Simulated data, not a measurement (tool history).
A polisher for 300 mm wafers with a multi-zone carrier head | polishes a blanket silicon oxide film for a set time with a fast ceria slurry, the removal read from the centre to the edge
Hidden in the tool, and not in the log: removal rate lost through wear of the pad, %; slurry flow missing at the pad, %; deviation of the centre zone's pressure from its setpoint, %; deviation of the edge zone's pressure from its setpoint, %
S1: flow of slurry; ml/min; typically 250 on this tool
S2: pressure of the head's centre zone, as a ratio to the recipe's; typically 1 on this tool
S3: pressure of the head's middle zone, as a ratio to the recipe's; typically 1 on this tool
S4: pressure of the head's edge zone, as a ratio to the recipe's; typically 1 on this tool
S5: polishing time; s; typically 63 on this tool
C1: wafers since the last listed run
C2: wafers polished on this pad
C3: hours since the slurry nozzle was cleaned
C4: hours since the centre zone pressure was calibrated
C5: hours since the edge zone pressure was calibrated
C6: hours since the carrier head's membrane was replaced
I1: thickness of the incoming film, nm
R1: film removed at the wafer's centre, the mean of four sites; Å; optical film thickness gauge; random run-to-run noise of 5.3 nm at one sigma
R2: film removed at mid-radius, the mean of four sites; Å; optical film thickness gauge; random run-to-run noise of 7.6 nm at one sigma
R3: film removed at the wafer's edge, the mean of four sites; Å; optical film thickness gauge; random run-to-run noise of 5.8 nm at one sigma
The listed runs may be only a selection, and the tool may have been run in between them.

run 1 hour=0 | S1=250 S2=1 S3=0.91 S4=1 S5=63 | C1=0 C2=234 C3=497.2 C4=648.6 C5=134.5 C6=921.2 | I1=2082.6 | R1=6383 R2=5727 R3=6425
run 2 hour=41.4 | S1=250 S2=1 S3=1 S4=1 S5=63 | C1=573 C2=807 C3=538.6 C4=690 C5=175.9 C6=962.6 | I1=2091 | R1=6210 R2=6125 R3=6348
-- hour=77.5 slurry nozzle cleaned
run 3 hour=112.7 | S1=250 S2=1 S3=1 S4=1 S5=63 | C1=973 C2=1781 C3=35.2 C4=761.3 C5=247.2 C6=1033.9 | I1=2056.7 | R1=6698 R2=6664 R3=6675
-- hour=118.4 carrier head's membrane replaced by a new one
run 4 hour=173.6 | S1=250 S2=1 S3=1 S4=0.97 S5=63 | C1=774 C2=2555 C3=96.1 C4=822.2 C5=308.1 C6=55.2 | I1=2073.4 | R1=6746 R2=6602 R3=6545
-- hour=223 worn pad replaced by a new one
run 5 hour=223.5 | S1=250 S2=1 S3=1 S4=0.97 S5=63 | C1=635 C2=7 C3=146 C4=872.1 C5=358 C6=105.1 | I1=2108.6 | R1=6682 R2=6568 R3=6639
run 6 hour=289.3 | S1=270 S2=1 S3=1 S4=1 S5=47 | C1=911 C2=918 C3=211.8 C4=937.9 C5=423.8 C6=170.9 | I1=2046.9 | R1=4992 R2=4931 R3=5003
-- hour=304.4 edge zone pressure recalibrated
run 7 hour=346.6 | S1=270 S2=1 S3=1 S4=1 S5=47 | C1=765 C2=1684 C3=269.1 C4=995.2 C5=42.2 C6=228.2 | I1=2058.1 | R1=4921 R2=4914 R3=5055
run 8 hour=373.5 | S1=275 S2=1 S3=1 S4=1 S5=63 | C1=372 C2=2056 C3=296 C4=1022.1 C5=69.1 C6=255.1 | I1=2072.4 | R1=6662 R2=6589 R3=6732
run 9 hour=435.1 | S1=175 S2=1.09 S3=0.9 S4=1 S5=63 | C1=853 C2=2910 C3=357.6 C4=1083.7 C5=130.7 C6=316.7 | I1=2071.3 | R1=6807 R2=5650 R3=6376
-- hour=450 centre zone pressure recalibrated
-- hour=470.9 worn pad replaced by a new one
run 10 hour=476.4 | S1=250 S2=1 S3=1.08 S4=1 S5=77 | C1=488 C2=75 C3=398.9 C4=26.4 C5=172 C6=358 | I1=2088.2 | R1=7909 R2=8318 R3=7954
run 11 hour=527.8 | S1=250 S2=0.96 S3=1.07 S4=0.88 S5=77 | C1=711 C2=787 C3=450.3 C4=77.8 C5=223.4 C6=409.4 | I1=2047.9 | R1=7622 R2=8226 R3=7464
run 12 hour=568.2 | S1=270 S2=1 S3=1 S4=1 S5=47 | C1=559 C2=1346 C3=490.7 C4=118.2 C5=263.8 C6=449.8 | I1=2096 | R1=4824 R2=4726 R3=4914

Estimate the outcome of run 13 from the log above:
run 13 hour=629.9 | S1=250 S2=1.09 S3=1 S4=1 S5=63 | C1=854 C2=2201 C3=552.4 C4=179.9 C5=325.5 C6=511.5 | I1=2046.5 | R1=? R2=? R3=?

R1: 6847 Å
R2: 6174 Å
R3: 6373 Å
With no hidden state in the tool, this same run would have given R1 7333 Å, R2 6566 Å, R3 6671 Å.
